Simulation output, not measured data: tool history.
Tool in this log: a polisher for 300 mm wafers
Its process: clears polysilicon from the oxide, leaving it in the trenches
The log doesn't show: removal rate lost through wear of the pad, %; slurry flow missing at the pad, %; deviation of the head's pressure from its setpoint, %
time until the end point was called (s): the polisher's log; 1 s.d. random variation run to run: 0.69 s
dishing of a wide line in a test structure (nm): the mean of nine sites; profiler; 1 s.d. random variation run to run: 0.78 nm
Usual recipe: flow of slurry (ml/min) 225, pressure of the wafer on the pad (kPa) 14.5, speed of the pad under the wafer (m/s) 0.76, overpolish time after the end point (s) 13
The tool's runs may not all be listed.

| run | hour | flow of slurry (ml/min) | pressure of the wafer on the pad (kPa) | speed of the pad under the wafer (m/s) | overpolish time after the end point (s) | wafers since the last listed run | wafers polished on this pad | hours since the slurry nozzle was cleaned | hours since the head pressure was calibrated | incoming thickness of the incoming film, nm | time until the end point was called (s) | dishing of a wide line in a test structure (nm) |
|---|---|---|---|---|---|---|---|---|---|---|---|---|
| 1 | 0 | 225 | 14.5 | 0.76 | 13 | 0 | 165 | 9.5 | 481.3 | 572.1 | 78.3 | 37.2 |
| 2 | 27.5 | 225 | 14.5 | 0.76 | 13 | 252 | 418 | 37 | 508.8 | 585.6 | 79.6 | 36.7 |
| 3 | 54.5 | 225 | 14.5 | 0.76 | 13 | 248 | 666 | 64 | 535.8 | 583.3 | 80.7 | 35.7 |
| 4 | 88.6 | 225 | 14.5 | 0.76 | 13 | 313 | 980 | 98.1 | 569.9 | 586.7 | 79.9 | 36.2 |
| 5 | 114 | 225 | 14.5 | 0.76 | 13 | 233 | 1213 | 123.5 | 595.3 | 582.8 | 79.6 | 36.8 |
| 6 | 135.9 | 225 | 14.5 | 0.76 | 13 | 201 | 1415 | 145.4 | 617.2 | 585.1 | 82.1 | 35.8 |
| 7 | 149.6 | 225 | 14.5 | 0.76 | 13 | 126 | 1541 | 159.1 | 630.9 | 576.2 | 81.2 | 35.1 |
|  | 179.8 | worn pad replaced by a new one |
| 8 | 180.3 | 225 | 14.5 | 0.76 | 13 | 245 | 4 | 189.8 | 661.6 | 574 | 81.1 | 34.3 |
| 9 | 190.7 | 225 | 14.5 | 0.76 | 13 | 95 | 100 | 200.2 | 672 | 575.5 | 81.3 | 35.8 |
|  | 206.3 | head pressure recalibrated |
| 10 | 206.8 | 225 | 14.5 | 0.76 | 13 | 129 | 229 | 216.3 | 0.5 | 578.7 | 83.8 | 35.3 |
|  | 209.2 | slurry nozzle cleaned, repeated, since the last time left the tool worse |
| 11 | 237.6 | 225 | 14.5 | 0.76 | 18 | 274 | 503 | 28.4 | 31.3 | 569.6 | 70.7 | 38.2 |
| 12 | 254.6 | 225 | 14.5 | 0.66 | 13 | 156 | 660 | 45.4 | 48.3 | 571.5 | 82.6 | 35.7 |
| 13 | 278.6 | 225 | 14.5 | 0.76 | 13 | 220 | 881 | 69.4 | 72.3 | 567.5 | 72.3 | 36.4 |
| 14 | 310.8 | 145 | 14.5 | 0.88 | 6 | 296 | 1177 | 101.6 | 104.5 | 571.6 | 67.9 | 26.8 |
| 15 | 346.4 | 255 | 11 | 0.76 | 6 | 327 | 1504 | 137.2 | 140.1 | 575.1 | 92.4 | 23.8 |
|  | 374.9 | worn pad replaced by a new one |
| 16 | 375.4 | 205 | 18.6 | 0.64 | 17 | 229 | 4 | 166.2 | 169.1 | 570.3 | 69.5 | 39.4 |
| 17 | 403.8 | 225 | 18.6 | 0.76 | 8 | 261 | 266 | 194.6 | 197.5 | 573.4 | 58 | 34.4 |
|  | 406.6 | slurry nozzle cleaned |
| 18 | 423.5 | 225 | 14.5 | 0.76 | 13 | 172 | 438 | 16.9 | 217.2 | 570.6 | 70.9 | 36.5 |
| 19 | 452.8 | 195 | 9.7 | 0.9 | 7 | 269 | 707 | 46.2 | 246.5 | 570.2 | 88.1 | 24.6 |
| 20 | 484.1 | 225 | 14.5 | 0.76 | 13 | 287 | 995 | 77.5 | 277.8 | 579.4 | 72.4 | 36.9 |
| 21 | 503.5 | 190 | 15.9 | 0.76 | 13 | 178 | 1173 | 96.9 | 297.2 | 579.8 | 68.5 | 37.4 |
| 22 | 542.1 | 225 | 14.5 | 0.76 | 13 | 355 | 1528 | 135.5 | 335.8 | 570.4 | 72.4 | 35.6 |
| 23 | 554.9 | 300 | 14.5 | 0.76 | 13 | 117 | 1646 | 148.3 | 348.6 | 581.9 | 70 | 37.4 |
| 24 | 575.7 | 180 | 13.1 | 0.76 | 6 | 191 | 1838 | 169.1 | 369.4 | 587.9 | 85.2 | 23.7 |
|  | 603.2 | slurry nozzle cleaned |
|  | 607.2 | worn pad replaced by a new one |
| 25 | 607.7 | 225 | 14.5 | 0.58 | 13 | 248 | 4 | 4.5 | 401.4 | 578.1 | 96.3 | 32.5 |
| 26 | 648.9 | 225 | 14.5 | 0.76 | 13 | 378 | 383 | 45.7 | 442.6 | 576.9 | 72.8 | 36.7 |
| 27 | 661.5 | 280 | 10.3 | 0.98 | 13 | 115 | 499 | 58.3 | 455.2 | 590.4 | 77.2 | 37.4 |
| 28 | 696.8 | 200 | 10.3 | 0.62 | 13 | 324 | 824 | 93.6 | 490.5 | 575.2 | 120.6 | 30.3 |
| 29 | 717.6 | 225 | 14.5 | 0.76 | 13 | 191 | 1015 | 114.4 | 511.3 | 570.7 | 72.2 | 35.6 |
| 30 | 754.1 | 225 | 14.5 | 0.76 | 13 | 335 | 1351 | 150.9 | 547.8 | 580.9 | 74.6 | 37.3 |
| 31 | 773.9 | 225 | 14.5 | 0.92 | 13 | 182 | 1533 | 170.7 | 567.6 | 574.1 | 61.1 | 39.1 |
|  | 794.9 | head pressure recalibrated |
| 32 | 801.1 | 225 | 14.5 | 0.76 | 13 | 231 | 1765 | 197.9 | 6.2 | 571 | 73.7 | 37 |
| 33 | 817.4 | 225 | 18.6 | 0.76 | 17 | 149 | 1915 | 214.2 | 22.5 | 567.6 | 58.1 | 41.4 |

For each run, what was the tool's unlogged condition?
removal rate lost through wear of the pad, %: 0 on each run
deviation of the head's pressure from its setpoint, %: 0 on each run
H1: slurry flow missing at the pad, %
| run | H1 |
|---|---|
| 1 | 35.9 |
| 2 | 36.4 |
| 3 | 37.3 |
| 4 | 39.2 |
| 5 | 41.2 |
| 6 | 43.3 |
| 7 | 44.7 |
| 8 | 48.4 |
| 9 | 49.9 |
| 10 | 52.2 |
| 11 | 1.55 |
| 12 | 1.98 |
| 13 | 2.94 |
| 14 | 4.87 |
| 15 | 7.83 |
| 16 | 10.9 |
| 17 | 14.5 |
| 18 | 0.716 |
| 19 | 1.36 |
| 20 | 2.71 |
| 21 | 3.89 |
| 22 | 7.03 |
| 23 | 8.29 |
| 24 | 10.6 |
| 25 | 2.94 |
| 26 | 3.66 |
| 27 | 4.12 |
| 28 | 5.99 |
| 29 | 7.5 |
| 30 | 10.9 |
| 31 | 13.1 |
| 32 | 16.6 |
| 33 | 18.9 |
